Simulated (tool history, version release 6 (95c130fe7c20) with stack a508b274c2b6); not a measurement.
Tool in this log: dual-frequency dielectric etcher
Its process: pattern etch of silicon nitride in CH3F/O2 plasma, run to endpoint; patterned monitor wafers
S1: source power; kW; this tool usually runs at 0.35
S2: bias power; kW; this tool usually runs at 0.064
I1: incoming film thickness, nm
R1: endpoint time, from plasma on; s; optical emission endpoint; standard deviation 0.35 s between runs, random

{"run": 1, "hour": 0.0, "S1": 0.28, "S2": 0.052, "I1": 70.8, "R1": 117}
{"run": 2, "hour": 144.2, "S1": 0.39, "S2": 0.064, "I1": 71.4, "R1": 88.1}
{"run": 3, "hour": 337.0, "S1": 0.39, "S2": 0.064, "I1": 71.2, "R1": 88.6}
{"run": 4, "hour": 372.5, "S1": 0.39, "S2": 0.064, "I1": 71.5, "R1": 88.8}
{"hour": 451.9, "done": "wet clean of the chamber"}
{"run": 5, "hour": 452.4, "S1": 0.35, "S2": 0.064, "I1": 71.8, "R1": 94.4}
{"run": 6, "hour": 473.8, "S1": 0.35, "S2": 0.064, "I1": 70.5, "R1": 92.5}
{"run": 7, "hour": 520.8, "S1": 0.35, "S2": 0.064, "I1": 71.2, "R1": 93.2}
{"hour": 546.3, "done": "bias power generator calibrated"}
{"run": 8, "hour": 564.4, "S1": 0.32, "S2": 0.058, "I1": 71.2, "R1": 100.9}
{"run": 9, "hour": 604.8, "S1": 0.32, "S2": 0.058, "I1": 70.9, "R1": 100.4}
{"run": 10, "hour": 671.2, "S1": 0.39, "S2": 0.059, "I1": 70.8, "R1": 88.5}
{"run": 11, "hour": 707.4, "S1": 0.35, "S2": 0.064, "I1": 71.3, "R1": 91.7}
{"run": 12, "hour": 763.1, "S1": 0.35, "S2": 0.064, "I1": 71, "R1": 91.6}
{"run": 13, "hour": 811.0, "S1": 0.35, "S2": 0.064, "I1": 71.6, "R1": 92.4}
{"run": 14, "hour": 847.0, "S1": 0.35, "S2": 0.064, "I1": 71.1, "R1": 92}
{"hour": 871.8, "done": "upper electrode replaced"}
{"run": 15, "hour": 889.5, "S1": 0.32, "S2": 0.057, "I1": 70.9, "R1": 101.2}
{"hour": 929.9, "done": "wet clean of the chamber"}
{"run": 16, "hour": 936.6, "S1": 0.32, "S2": 0.057, "I1": 70.7, "R1": 101.6}
{"run": 17, "hour": 978.4, "S1": 0.35, "S2": 0.064, "I1": 70.8, "R1": 91.4}
{"run": 18, "hour": 1015.2, "S1": 0.37, "S2": 0.058, "I1": 70.9, "R1": 93}
{"run": 19, "hour": 1064.4, "S1": 0.27, "S2": 0.071, "I1": 71.2, "R1": 102.7}
{"run": 20, "hour": 1103.8, "S1": 0.3, "S2": 0.049, "I1": 71.3, "R1": 114.1}
{"run": 21, "hour": 1151.8, "S1": 0.35, "S2": 0.064, "I1": 71.3, "R1": 92.4}
{"hour": 1160.1, "done": "source power generator calibrated"}
{"run": 22, "hour": 1177.2, "S1": 0.35, "S2": 0.064, "I1": 70.8, "R1": 91.7}
{"run": 23, "hour": 1222.8, "S1": 0.42, "S2": 0.05, "I1": 71.4, "R1": 93.8}
{"hour": 1312.3, "done": "wet clean of the chamber"}
{"run": 24, "hour": 1312.8, "S1": 0.38, "S2": 0.074, "I1": 70.1, "R1": 81.3}
{"run": 25, "hour": 1331.6, "S1": 0.3, "S2": 0.057, "I1": 71.8, "R1": 106.7}
{"run": 26, "hour": 1372.5, "S1": 0.3, "S2": 0.057, "I1": 70.7, "R1": 105.7}
{"run": 27, "hour": 1429.7, "S1": 0.35, "S2": 0.064, "I1": 71.1, "R1": 91.7}
{"run": 28, "hour": 1479.7, "S1": 0.26, "S2": 0.064, "I1": 70.7, "R1": 109.4}
{"run": 29, "hour": 1522.5, "S1": 0.32, "S2": 0.064, "I1": 70.3, "R1": 96.3}
{"run": 30, "hour": 1565.1, "S1": 0.35, "S2": 0.064, "I1": 70.9, "R1": 92.6}
{"run": 31, "hour": 1635.8, "S1": 0.35, "S2": 0.064, "I1": 71.1, "R1": 93}
{"run": 32, "hour": 1683.2, "S1": 0.35, "S2": 0.064, "I1": 71.5, "R1": 92.8}
{"run": 33, "hour": 1712.3, "S1": 0.44, "S2": 0.059, "I1": 71.6, "R1": 86}
{"run": 34, "hour": 1737.1, "S1": 0.42, "S2": 0.049, "I1": 71.6, "R1": 94.9}
{"hour": 1764.9, "done": "wet clean of the chamber"}
{"run": 35, "hour": 1776.7, "S1": 0.29, "S2": 0.074, "I1": 71.3, "R1": 96.9}
{"run": 36, "hour": 1845.1, "S1": 0.3, "S2": 0.075, "I1": 71.6, "R1": 95.2}

Alternative continuations, all from the tool just after run 36; predict every row:
{"run": "A", "hour": 1845.6, "S1": 0.35, "S2": 0.072, "I1": 70.9, "R1": "?"}
{"run": "B", "hour": 1845.6, "S1": 0.29, "S2": 0.056, "I1": 70.9, "R1": "?"}
{"run": "C", "hour": 1845.6, "S1": 0.32, "S2": 0.069, "I1": 70.9, "R1": "?"}

run=A R1=87.9
run=B R1=109.6
run=C R1=94.2
Had the tool no hidden state, the same runs would have come out as:
run=A R1=87.1
run=B R1=108.7
run=C R1=93.4
